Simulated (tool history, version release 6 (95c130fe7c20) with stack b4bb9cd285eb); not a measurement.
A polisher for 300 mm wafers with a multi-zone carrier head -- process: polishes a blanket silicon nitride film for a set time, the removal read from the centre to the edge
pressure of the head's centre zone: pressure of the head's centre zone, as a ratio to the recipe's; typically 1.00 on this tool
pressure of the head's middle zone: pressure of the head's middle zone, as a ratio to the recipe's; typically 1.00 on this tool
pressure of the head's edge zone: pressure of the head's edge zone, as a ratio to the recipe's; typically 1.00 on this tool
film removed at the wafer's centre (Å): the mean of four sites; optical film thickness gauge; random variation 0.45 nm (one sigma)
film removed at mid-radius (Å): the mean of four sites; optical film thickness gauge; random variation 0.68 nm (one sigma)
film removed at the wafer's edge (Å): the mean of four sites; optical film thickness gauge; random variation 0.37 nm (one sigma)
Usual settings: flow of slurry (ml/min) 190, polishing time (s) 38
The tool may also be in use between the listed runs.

run	hour	flow of slurry (ml/min)	pressure of the head's centre zone	pressure of the head's middle zone	pressure of the head's edge zone	polishing time (s)	incoming thickness of the incoming film, nm	film removed at the wafer's centre (Å)	film removed at mid-radius (Å)	film removed at the wafer's edge (Å)
1	0.0	190	1.00	1.00	0.93	38	714.3	439	452	443
# hour 11.5: worn pad replaced by a new one
2	12.0	190	1.00	1.00	0.93	38	723.6	467	488	465
3	25.3	190	1.00	1.00	1.07	38	723.2	460	474	487
4	43.3	190	1.00	1.00	1.00	38	718.4	452	467	468
5	58.0	190	1.00	1.00	1.00	38	734.2	448	458	464
6	71.7	190	1.00	1.00	1.00	38	707.4	439	457	458
7	86.4	190	1.00	1.00	1.00	38	729.2	438	457	449
# hour 91.9: centre zone pressure recalibrated
# hour 104.2: carrier head's membrane replaced by a new one
8	104.7	190	1.00	1.00	1.00	38	710.2	417	428	431
9	113.8	190	1.09	1.00	1.00	38	718.1	447	426	433
# hour 120.1: worn pad replaced by a new one
10	120.6	190	1.00	1.00	1.00	47	716.4	548	567	580
11	135.2	220	1.06	1.00	1.00	46	722.4	582	564	574
# hour 136.5: slurry nozzle cleaned
12	148.5	190	0.91	1.05	1.04	42	709.0	491	570	551
# hour 155.1: edge zone pressure recalibrated
13	161.8	190	1.00	1.00	1.00	38	721.6	481	486	488
14	188.7	190	0.96	1.00	0.89	38	723.0	447	489	451
15	202.2	190	1.00	1.05	1.10	31	730.5	373	401	393

The next listed run, before its measurement:
16	215.1	190	0.96	1.00	0.89	38	711.4	?	?	?

film removed at the wafer's centre (Å): 423
film removed at mid-radius (Å): 458
film removed at the wafer's edge (Å): 440
Had the tool carried no hidden state, the very same run would have given film removed at the wafer's centre (Å) 465, film removed at mid-radius (Å) 502, film removed at the wafer's edge (Å) 480.

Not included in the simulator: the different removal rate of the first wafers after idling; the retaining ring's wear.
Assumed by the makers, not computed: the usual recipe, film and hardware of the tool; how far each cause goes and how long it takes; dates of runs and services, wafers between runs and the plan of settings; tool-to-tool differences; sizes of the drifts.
